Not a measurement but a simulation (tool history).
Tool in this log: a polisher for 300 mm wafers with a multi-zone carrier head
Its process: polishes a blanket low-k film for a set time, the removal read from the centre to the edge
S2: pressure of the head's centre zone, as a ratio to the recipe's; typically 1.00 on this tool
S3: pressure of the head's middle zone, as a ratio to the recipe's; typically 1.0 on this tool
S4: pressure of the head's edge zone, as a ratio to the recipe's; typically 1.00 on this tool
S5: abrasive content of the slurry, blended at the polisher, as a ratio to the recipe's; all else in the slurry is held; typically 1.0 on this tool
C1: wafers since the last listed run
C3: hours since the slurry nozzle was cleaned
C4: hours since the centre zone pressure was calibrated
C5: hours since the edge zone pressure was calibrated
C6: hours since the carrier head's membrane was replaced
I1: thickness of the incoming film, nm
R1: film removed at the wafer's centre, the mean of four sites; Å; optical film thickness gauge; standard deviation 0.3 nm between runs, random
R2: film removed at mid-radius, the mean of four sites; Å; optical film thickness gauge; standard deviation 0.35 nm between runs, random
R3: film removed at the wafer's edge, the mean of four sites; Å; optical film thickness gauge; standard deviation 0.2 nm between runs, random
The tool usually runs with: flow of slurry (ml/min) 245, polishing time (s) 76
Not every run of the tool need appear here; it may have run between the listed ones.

Run 1, day 0.000: usual settings; C1 0; wafers polished on this pad 93; C3 573.3; C4 1014.2; C5 464.7; C6 831.6; I1 333.1. Result: R1 226 Å, R2 233 Å, R3 233 Å.
Run 2, day 0.562: usual settings; C1 148; wafers polished on this pad 241; C3 586.8; C4 1027.7; C5 478.2; C6 845.1; I1 340.9. Result: R1 216 Å, R2 227 Å, R3 230 Å.
Run 3, day 0.833: usual settings but S5 0.8; C1 71; wafers polished on this pad 312; C3 593.3; C4 1034.2; C5 484.7; C6 851.6; I1 341.9. Result: R1 188 Å, R2 197 Å, R3 201 Å.
Run 4, day 1.208: usual settings but polishing time (s) 92; C1 98; wafers polished on this pad 411; C3 602.3; C4 1043.2; C5 493.7; C6 860.6; I1 338.8. Result: R1 259 Å, R2 271 Å, R3 274 Å.
Run 5, day 1.892: usual settings; C1 179; wafers polished on this pad 591; C3 618.7; C4 1059.6; C5 510.1; C6 877.0; I1 335.4. Result: R1 209 Å, R2 223 Å, R3 223 Å.
Run 6, day 2.275: usual settings; C1 100; wafers polished on this pad 692; C3 627.9; C4 1068.8; C5 519.3; C6 886.2; I1 347.2. Result: R1 213 Å, R2 212 Å, R3 223 Å.
Run 7, day 2.700: usual settings but S4 0.97; C1 111; wafers polished on this pad 804; C3 638.1; C4 1079.0; C5 529.5; C6 896.4; I1 337.8. Result: R1 214 Å, R2 218 Å, R3 220 Å.
At day 2.996: slurry nozzle cleaned.
Run 8, day 3.017: usual settings but S4 0.97; C1 72; wafers polished on this pad 876; C3 0.5; C4 1086.6; C5 537.1; C6 904.0; I1 340.6. Result: R1 210 Å, R2 218 Å, R3 219 Å.
At day 3.354: edge zone pressure recalibrated.
Run 9, day 3.408: usual settings but S4 0.97; C1 81; wafers polished on this pad 958; C3 9.9; C4 1096.0; C5 1.3; C6 913.4; I1 334.7. Result: R1 211 Å, R2 218 Å, R3 216 Å.
At day 3.642: centre zone pressure recalibrated.
At day 3.654: worn pad replaced by a new one.
Run 10, day 3.875: usual settings; C1 98; wafers polished on this pad 58; C3 21.1; C4 5.6; C5 12.5; C6 924.6; I1 339.2. Result: R1 222 Å, R2 232 Å, R3 234 Å.
Run 11, day 4.267: usual settings but S4 0.90; C1 103; wafers polished on this pad 161; C3 30.5; C4 15.0; C5 21.9; C6 934.0; I1 342.2. Result: R1 222 Å, R2 226 Å, R3 221 Å.
Run 12, day 4.850: usual settings but flow of slurry (ml/min) 215, S4 0.94, polishing time (s) 84; C1 153; wafers polished on this pad 315; C3 44.5; C4 29.0; C5 35.9; C6 948.0; I1 343.7. Result: R1 239 Å, R2 242 Å, R3 241 Å.
At day 5.479: carrier head's membrane replaced by a new one.
Run 13, day 5.500: usual settings but S2 0.97, S3 1.1, S4 1.06; C1 116; wafers polished on this pad 431; C3 60.1; C4 44.6; C5 51.5; C6 0.5; I1 335.8. Result: R1 209 Å, R2 240 Å, R3 232 Å.
Run 14, day 6.046: usual settings but flow of slurry (ml/min) 280; C1 143; wafers polished on this pad 575; C3 73.2; C4 57.7; C5 64.6; C6 13.6; I1 347.1. Result: R1 214 Å, R2 219 Å, R3 224 Å.
Run 15, day 6.729: usual settings but polishing time (s) 92; C1 179; wafers polished on this pad 755; C3 89.6; C4 74.1; C5 81.0; C6 30.0; I1 339.8. Result: R1 259 Å, R2 273 Å, R3 268 Å.
Run 16, day 7.371: usual settings; C1 168; wafers polished on this pad 924; C3 105.0; C4 89.5; C5 96.4; C6 45.4; I1 338.0. Result: R1 207 Å, R2 217 Å, R3 222 Å.
At day 7.871: worn pad replaced by a new one.
Run 17, day 7.921: usual settings but flow of slurry (ml/min) 215, S4 0.94, polishing time (s) 84; C1 100; wafers polished on this pad 13; C3 118.2; C4 102.7; C5 109.6; C6 58.6; I1 339.6. Result: R1 241 Å, R2 254 Å, R3 250 Å.
Run 18, day 8.658: usual settings but polishing time (s) 91; C1 194; wafers polished on this pad 207; C3 135.9; C4 120.4; C5 127.3; C6 76.3; I1 341.7. Result: R1 263 Å, R2 272 Å, R3 276 Å.
Run 19, day 9.342: usual settings but polishing time (s) 60; C1 179; wafers polished on this pad 387; C3 152.3; C4 136.8; C5 143.7; C6 92.7; I1 337.9. Result: R1 166 Å, R2 170 Å, R3 179 Å.
Run 20, day 9.625: usual settings but S5 0.9, polishing time (s) 90; C1 74; wafers polished on this pad 462; C3 159.1; C4 143.6; C5 150.5; C6 99.5; I1 342.2. Result: R1 233 Å, R2 243 Å, R3 249 Å.

Below are 3 alternative next runs, each starting from the tool's condition after run 20. Predict each:
Run A, day 9.642: usual settings; C1 4; wafers polished on this pad 466; C3 159.5; C4 144.0; C5 150.9; C6 99.9; I1 343.9. Result: R1 ?, R2 ?, R3 ?.
Run B, day 9.642: usual settings but flow of slurry (ml/min) 285, polishing time (s) 93; C1 4; wafers polished on this pad 466; C3 159.5; C4 144.0; C5 150.9; C6 99.9; I1 343.9. Result: R1 ?, R2 ?, R3 ?.
Run C, day 9.642: usual settings but S4 1.07, polishing time (s) 59; C1 4; wafers polished on this pad 466; C3 159.5; C4 144.0; C5 150.9; C6 99.9; I1 343.9. Result: R1 ?, R2 ?, R3 ?.

run   R1   R2   R3
  A  219  215  223
  B  274  268  276
  C  170  167  179
With the hidden condition removed and each run's random variation left untouched, the same runs would have given:
run   R1   R2   R3
  A  234  230  238
  B  292  287  295
  C  182  178  191
